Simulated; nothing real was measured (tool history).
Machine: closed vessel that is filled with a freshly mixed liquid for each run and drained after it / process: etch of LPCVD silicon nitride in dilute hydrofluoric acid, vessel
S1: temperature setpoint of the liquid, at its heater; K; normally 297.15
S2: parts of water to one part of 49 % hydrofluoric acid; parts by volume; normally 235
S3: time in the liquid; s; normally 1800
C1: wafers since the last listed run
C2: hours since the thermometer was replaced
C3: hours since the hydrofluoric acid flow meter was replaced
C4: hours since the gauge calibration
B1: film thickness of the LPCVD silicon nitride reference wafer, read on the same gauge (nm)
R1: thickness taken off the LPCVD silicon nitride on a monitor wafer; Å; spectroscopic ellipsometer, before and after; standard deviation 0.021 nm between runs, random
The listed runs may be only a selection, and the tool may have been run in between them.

run   hour      S1   S2    S3    C1     C2      C3     C4       B1     R1
  1      0  297.15  235  2035     0  739.9  1767.2  239.5  140.006  30.93
  2   25.1  297.15  235  2035   984    765  1792.3  264.6  140.001  30.69
      43.3  -- gauge calibrated
  3   45.6  297.15  235  1800   804  785.5  1812.8    2.3  140.047  27.01
  4  121.4  297.15  235  1800  2974  861.3  1888.6   78.1  140.007  26.63
  5  148.9  297.15  235  1800  1078  888.8  1916.1  105.6  139.985  26.75
  6  179.6  297.15  235  1800  1204  919.5  1946.8  136.3   139.99  26.65
     191.6  -- thermometer replaced
  7  207.2  297.15  235  1800  1043   15.6  1974.4  163.9  140.044  28.01
  8  224.8  297.15  235  1800   690   33.2    1992  181.5  139.976  28.47
  9  256.1  297.15  235  1800  1228   64.5  2023.3  212.8  140.014  28.31
 10  280.6  297.15  235  1800   961     89  2047.8  237.3  140.009  28.13
 11  297.4  297.15  235  1800   659  105.8  2064.6  254.1  139.985   27.9
     330.1  -- gauge calibrated
 12  330.8  292.65  235  1800  1310  139.2    2098    0.7  139.985  21.22
 13  357.8  297.15  235  1800  1059  166.2    2125   27.7  140.002  27.95
     363.6  -- hydrofluoric acid flow meter replaced
 14  375.7  292.65  280  2370   663  184.1    12.1   45.6  140.011   26.1
 15  401.8  300.65  175  1800  1024  210.2    38.2   71.7  140.013  52.33
 16  419.5  297.15  235  1800   694  227.9    55.9   89.4  139.992  31.21
 17  453.1  301.15  235  1800  1318  261.5    89.5    123  140.012  39.34
 18  476.2  292.15  175  2385   906  284.6   112.6  146.1  139.997  39.54
 19  498.1  297.15  270  1800   859  306.5   134.5    168  139.957     27
 20    525  301.15  235  1800  1055  333.4   161.4  194.9   140.05  39.14

What if the next run were any one of these 4? Each begins from the tool's condition after run 20:
  A  526.1  297.15  235  1800  43  334.5  162.5  196   ?   ?
  B  526.1  294.65  130  1800  43  334.5  162.5  196   ?   ?
  C  526.1  292.65  280  2345  43  334.5  162.5  196   ?   ?
  D  526.1  300.65  305   840  43  334.5  162.5  196   ?   ?

run       B1     R1
  A  140.004  30.76
  B  140.004   46.8
  C  140.004  25.38
  D  140.004  13.69
With the hidden condition removed and each run's random variation left untouched, the same runs would have given:
run     R1
  A  32.42
  B  49.41
  C  26.76
  D  14.41
